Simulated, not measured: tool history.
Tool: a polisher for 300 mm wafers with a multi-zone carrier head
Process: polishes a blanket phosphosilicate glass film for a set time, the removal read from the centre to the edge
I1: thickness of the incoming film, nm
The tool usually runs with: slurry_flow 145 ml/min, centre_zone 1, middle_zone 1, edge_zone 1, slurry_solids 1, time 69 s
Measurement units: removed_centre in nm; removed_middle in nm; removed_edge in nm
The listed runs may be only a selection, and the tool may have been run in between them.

Run 1, hour 0: usual settings; I1 4159.1. Result: removed_centre 661.7 nm, removed_middle 679.1 nm, removed_edge 685.5 nm.
Run 2, hour 25.6: usual settings; I1 4190.2. Result: removed_centre 657.3 nm, removed_middle 674.1 nm, removed_edge 677 nm.
Run 3, hour 50.3: usual settings but centre_zone 0.96; I1 4194.9. Result: removed_centre 645.6 nm, removed_middle 667.9 nm, removed_edge 678.1 nm.
Run 4, hour 97.8: usual settings but centre_zone 0.96; I1 4247.8. Result: removed_centre 635.1 nm, removed_middle 672.5 nm, removed_edge 665.2 nm.
Run 5, hour 142.8: usual settings but centre_zone 0.96; I1 4266.1. Result: removed_centre 641.5 nm, removed_middle 668.1 nm, removed_edge 675.2 nm.
At hour 188.1: worn pad replaced by a new one.
Run 6, hour 213.2: usual settings but slurry_solids 1.2; I1 4185.6. Result: removed_centre 723.1 nm, removed_middle 723.9 nm, removed_edge 736.6 nm.
Run 7, hour 282.4: usual settings but slurry_solids 1.2; I1 4204.7. Result: removed_centre 716.5 nm, removed_middle 717.1 nm, removed_edge 726.2 nm.
Run 8, hour 311.8: usual settings but slurry_solids 1.2; I1 4208.9. Result: removed_centre 692.7 nm, removed_middle 726.7 nm, removed_edge 731.3 nm.
At hour 425.3: worn pad replaced by a new one.
Run 9, hour 498: usual settings; I1 4251.4. Result: removed_centre 645.8 nm, removed_middle 654.9 nm, removed_edge 662.9 nm.
At hour 537.2: carrier head's membrane replaced by a new one.
Run 10, hour 547.4: usual settings; I1 4202.9. Result: removed_centre 650.2 nm, removed_middle 656.5 nm, removed_edge 661 nm.
At hour 564.1: edge zone pressure recalibrated.
Run 11, hour 573.4: usual settings; I1 4242.6. Result: removed_centre 628.3 nm, removed_middle 650.4 nm, removed_edge 657 nm.
At hour 584.2: centre zone pressure recalibrated.
Run 12, hour 611.5: usual settings but centre_zone 0.91; I1 4150.2. Result: removed_centre 582.2 nm, removed_middle 645 nm, removed_edge 665.6 nm.
Run 13, hour 646.4: usual settings; I1 4183.2. Result: removed_centre 634.2 nm, removed_middle 648.9 nm, removed_edge 659.1 nm.
At hour 676.4: worn pad replaced by a new one.
Run 14, hour 704.8: usual settings but centre_zone 0.94; I1 4224.2. Result: removed_centre 601.6 nm, removed_middle 638.9 nm, removed_edge 659.9 nm.
Run 15, hour 732.8: usual settings; I1 4263.8. Result: removed_centre 623.3 nm, removed_middle 642.5 nm, removed_edge 662.2 nm.
At hour 736.1: slurry nozzle cleaned.
Run 16, hour 802.6: usual settings but middle_zone 0.95; I1 4225.2. Result: removed_centre 591.2 nm, removed_middle 587.7 nm, removed_edge 644.9 nm.
Run 17, hour 855.1: usual settings but centre_zone 1.08, middle_zone 0.92, slurry_solids 1.2; I1 4197.7. Result: removed_centre 700.9 nm, removed_middle 620 nm, removed_edge 688 nm.
At hour 906.1: slurry nozzle cleaned, repeated, since the last time left the tool worse.
Run 18, hour 912: usual settings but centre_zone 0.88, middle_zone 0.97, slurry_solids 0.85, time 51 s; I1 4187.4. Result: removed_centre 402.3 nm, removed_middle 445.7 nm, removed_edge 461.2 nm.
Run 19, hour 947.8: usual settings; I1 4282.9. Result: removed_centre 674.4 nm, removed_middle 670.3 nm, removed_edge 679.5 nm.
At hour 966.7: worn pad replaced by a new one.
Run 20, hour 1159.1: usual settings but slurry_solids 1.2; I1 4107.8. Result: removed_centre 724.1 nm, removed_middle 736.1 nm, removed_edge 745.3 nm.
At hour 1199.6: worn pad replaced by a new one.
Run 21, hour 1209.9: usual settings but centre_zone 0.88; I1 4256.4. Result: removed_centre 578.9 nm, removed_middle 667.4 nm, removed_edge 676.6 nm.
At hour 1254.7: edge zone pressure recalibrated.
Run 22, hour 1265.3: usual settings but slurry_flow 110 ml/min, centre_zone 1.09; I1 4266.8. Result: removed_centre 690 nm, removed_middle 639.3 nm, removed_edge 661.1 nm.

Forecast each of these 3 alternatives for the next run:
Run A, hour 1265.7: usual settings but centre_zone 1.12; I1 4172.4. Result: removed_centre ?, removed_middle ?, removed_edge ?.
Run B, hour 1265.7: usual settings but slurry_flow 115 ml/min, edge_zone 1.06; I1 4172.4. Result: removed_centre ?, removed_middle ?, removed_edge ?.
Run C, hour 1265.7: usual settings but middle_zone 1.12, time 46 s; I1 4172.4. Result: removed_centre ?, removed_middle ?, removed_edge ?.

run  removed_centre  removed_middle  removed_edge
  A           725.1           671.3           675
  B           623.3           645.7         669.3
  C           434.9           493.2         449.3
Without the tool's unlogged condition, the same runs would have read:
run  removed_centre  removed_middle  removed_edge
  A           742.6           685.6         685.2
  B           641.1           661.9         680.9
  C           445.4           503.7         456.1

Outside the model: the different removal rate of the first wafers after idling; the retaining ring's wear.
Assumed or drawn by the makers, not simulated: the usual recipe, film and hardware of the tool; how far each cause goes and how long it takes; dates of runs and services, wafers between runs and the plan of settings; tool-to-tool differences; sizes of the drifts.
